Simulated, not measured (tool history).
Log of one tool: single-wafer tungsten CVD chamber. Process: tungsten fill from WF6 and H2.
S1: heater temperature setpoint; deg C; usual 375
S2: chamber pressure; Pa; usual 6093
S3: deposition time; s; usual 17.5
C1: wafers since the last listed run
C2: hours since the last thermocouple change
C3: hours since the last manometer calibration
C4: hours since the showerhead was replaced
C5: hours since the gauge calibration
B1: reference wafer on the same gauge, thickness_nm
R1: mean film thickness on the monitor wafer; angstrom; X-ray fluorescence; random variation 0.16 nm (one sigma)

run 1 day=0.000 | S1=365 S2=6093 S3=17.5 | C1=0 C2=2508.1 C3=2670.1 C4=3511.0 C5=227.2 | B1=32.685 | R1=349.25
-- day=0.433 gauge calibrated
run 2 day=0.983 | S1=375 S2=6093 S3=17.5 | C1=405 C2=2531.7 C3=2693.7 C4=3534.6 C5=13.2 | B1=32.702 | R1=443.16
run 3 day=1.742 | S1=375 S2=6093 S3=17.5 | C1=312 C2=2549.9 C3=2711.9 C4=3552.8 C5=31.4 | B1=32.733 | R1=445.93
run 4 day=2.575 | S1=375 S2=6093 S3=17.5 | C1=343 C2=2569.9 C3=2731.9 C4=3572.8 C5=51.4 | B1=32.717 | R1=442.73
run 5 day=3.775 | S1=375 S2=7119 S3=19.6 | C1=494 C2=2598.7 C3=2760.7 C4=3601.6 C5=80.2 | B1=32.710 | R1=549.35
run 6 day=4.358 | S1=375 S2=7119 S3=19.6 | C1=240 C2=2612.7 C3=2774.7 C4=3615.6 C5=94.2 | B1=32.703 | R1=547.66
run 7 day=5.283 | S1=375 S2=7119 S3=19.6 | C1=381 C2=2634.9 C3=2796.9 C4=3637.8 C5=116.4 | B1=32.700 | R1=551.37
-- day=6.058 thermocouple changed; heater temperature recalibrated
run 8 day=6.075 | S1=375 S2=6093 S3=17.5 | C1=189 C2=0.4 C3=2815.9 C4=3656.8 C5=135.4 | B1=32.705 | R1=474.07
run 9 day=6.596 | S1=375 S2=6093 S3=16.5 | C1=214 C2=12.9 C3=2828.4 C4=3669.3 C5=147.9 | B1=32.668 | R1=446.23
run 10 day=7.388 | S1=363 S2=7066 S3=16.3 | C1=326 C2=31.9 C3=2847.4 C4=3688.3 C5=166.9 | B1=32.682 | R1=369.00
-- day=7.892 thermocouple changed; heater temperature recalibrated, repeated, since the last time left the tool worse
run 11 day=8.146 | S1=383 S2=4786 S3=20.2 | C1=175 C2=6.1 C3=2865.6 C4=3706.5 C5=185.1 | B1=32.708 | R1=457.92
-- day=8.754 gauge calibrated
run 12 day=8.854 | S1=375 S2=6093 S3=17.5 | C1=292 C2=23.1 C3=2882.6 C4=3723.5 C5=2.4 | B1=32.669 | R1=388.00
-- day=10.400 capacitance manometer re-zeroed and calibrated
run 13 day=11.446 | S1=369 S2=6706 S3=14.3 | C1=931 C2=85.3 C3=25.1 C4=3785.7 C5=64.6 | B1=32.754 | R1=296.01
-- day=11.883 showerhead replaced
run 14 day=12.379 | S1=375 S2=6093 S3=16.4 | C1=247 C2=107.7 C3=47.5 C4=11.9 C5=87.0 | B1=32.747 | R1=366.10
run 15 day=13.829 | S1=361 S2=4586 S3=16.4 | C1=598 C2=142.5 C3=82.3 C4=46.7 C5=121.8 | B1=32.687 | R1=210.98
run 16 day=15.092 | S1=375 S2=6093 S3=17.5 | C1=520 C2=172.8 C3=112.6 C4=77.0 C5=152.1 | B1=32.646 | R1=389.95

Hidden state or all else? Some run-to-run changes of R1, split into what the settings, what came in and random variation would give without the hidden state, and what is left for the hidden state (with any gauge scatter that isn't in both results):
The hidden state here: wafer temperature above the value expected at the setpoint (K); true pressure above the setpoint (%); gauge reads high (%).
Run 10 -> 11: S1 363 -> 383, S2 7066 -> 4786, S3 16.3 -> 20.2, thermocouple changed; heater temperature recalibrated, repeated, since the last time left the tool worse. R1 +88.92 angstrom: hidden state -72.92, all else +161.84.
Run 15 -> 16: S1 361 -> 375, S2 4586 -> 6093, S3 16.4 -> 17.5. R1 +178.97 angstrom: hidden state -1.64, all else +180.61.

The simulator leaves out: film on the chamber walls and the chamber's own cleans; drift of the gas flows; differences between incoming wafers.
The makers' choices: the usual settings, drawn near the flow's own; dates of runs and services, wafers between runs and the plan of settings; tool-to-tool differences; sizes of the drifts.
